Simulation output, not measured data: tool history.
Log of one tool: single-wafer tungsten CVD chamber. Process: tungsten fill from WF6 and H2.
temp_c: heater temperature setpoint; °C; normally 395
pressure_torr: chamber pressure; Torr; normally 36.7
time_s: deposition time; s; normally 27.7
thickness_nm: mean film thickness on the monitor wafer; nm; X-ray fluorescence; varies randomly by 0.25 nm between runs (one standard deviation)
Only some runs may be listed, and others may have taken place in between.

run	hour	temp_c	pressure_torr	time_s	read-back reference wafer on the same gauge, thickness_nm	thickness_nm
1	0	395	36.7	27.7	90.987	92.001
2	13.7	395	36.7	27.7	91.09	92.151
3	27.4	395	36.7	27.7	90.987	91.947
4	37.4	395	36.7	27.7	90.953	92.374
5	52.3	395	36.7	27.7	91.016	92.085
6	60	395	36.7	27.7	91.024	92.523
7	68.4	395	36.7	27.7	91.019	92.8
8	78.5	395	36.7	27.7	90.943	91.778
9	90.5	395	36.7	27.7	91.022	92.287
10	97.2	390	42.4	27.7	91.022	91.814
11	105.2	390	42.4	27.7	90.959	91.639
12	145.5	395	42.3	30	90.931	107.434
13	160.2	395	36.7	27.7	90.946	92.162
14	170.5	395	33.5	27.7	91.002	87.436
# hour 178.6: capacitance manometer re-zeroed and calibrated
# hour 182: thermocouple changed; heater temperature recalibrated
# hour 208.1: showerhead replaced, of another model than before
15	210.6	395	33.5	27.7	90.994	75.548
16	218.7	401	32.4	25.3	90.98	73.834
17	234.7	390	31.9	27.7	90.987	66.632
# hour 236.2: gauge calibrated
18	244.8	395	29.9	27.7	91.031	68.019
19	254.3	407	36.7	27.7	91.026	100.462
20	264.8	399	36.7	27.7	90.967	87.915
21	281.9	395	36.7	27.7	90.976	82.545
22	296.9	383	30.6	24	91.059	49.299
23	303.4	399	36.7	27.7	90.991	88.821
24	317.9	395	36.7	27.7	91.042	82.926
25	328.3	395	36.7	27.7	90.956	83.286

The next listed run, before its measurement:
26	336.6	381	41.7	31.6	?	?

read-back reference wafer on the same gauge, thickness_nm: 90.954
thickness_nm: 82.956 nm
Minus the tool's unlogged condition, the same run would have read thickness_nm 82.875 nm.

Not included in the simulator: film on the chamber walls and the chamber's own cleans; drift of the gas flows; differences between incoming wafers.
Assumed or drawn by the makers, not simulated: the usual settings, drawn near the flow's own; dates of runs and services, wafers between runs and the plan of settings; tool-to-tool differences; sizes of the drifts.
